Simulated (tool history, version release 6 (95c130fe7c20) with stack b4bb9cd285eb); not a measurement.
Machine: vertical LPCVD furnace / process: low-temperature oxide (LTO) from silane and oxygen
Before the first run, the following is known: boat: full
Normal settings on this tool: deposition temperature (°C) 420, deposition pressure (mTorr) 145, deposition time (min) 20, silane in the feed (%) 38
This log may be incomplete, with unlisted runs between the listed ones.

run	hour	deposition temperature (°C)	deposition pressure (mTorr)	deposition time (min)	silane in the feed (%)	read-back reference wafer on the same gauge, thickness	film thickness on the monitor wafer in the middle of the boat (nm)
1	0	420	145	18	38	156	142.46
2	40.6	420	145	20	38	156.14	157.79
3	147.8	420	145	20	38	155.99	157.35
4	225.4	420	145	20	38	155.99	157.76
5	331.4	420	145	20	35	156.01	143.61
6	428.9	420	145	20	35	155.99	142.57
# hour 540.3: silane flow controller replaced
7	540.8	420	145	20	35	156.1	144
# hour 726.6: pressure gauge zeroed
8	770.5	420	160	17	38	156.01	149.36
9	831.1	420	145	20	32	156	128.5
10	900.4	420	145	20	38	155.79	159.56
# hour 908.2: gauge calibrated
# hour 977.5: thermocouples replaced and temperature profile calibrated
11	1002.4	415	155	20	42	155.67	175.02
12	1053.8	420	145	20	38	156.42	153.74
13	1134.2	423	145	27	38	155.84	215.6
14	1223.6	416	115	12.5	40	155.82	77.13
15	1290.5	425	135	15	38	156.12	113.29

Each row is a separate what-if for the run after 15, all from the same tool condition, not one after another. Results?
A	1294.2	420	145	17.5	38	?	?
B	1294.2	426	160	22	46	?	?
C	1294.2	420	180	20	38	?	?

run	read-back reference wafer on the same gauge, thickness	film thickness on the monitor wafer in the middle of the boat (nm)
A	155.94	134.53
B	155.94	241.85
C	155.94	190.85
Without the tool's unlogged condition, the same runs would have read:
run	film thickness on the monitor wafer in the middle of the boat (nm)
A	133.6
B	240.33
C	189.54
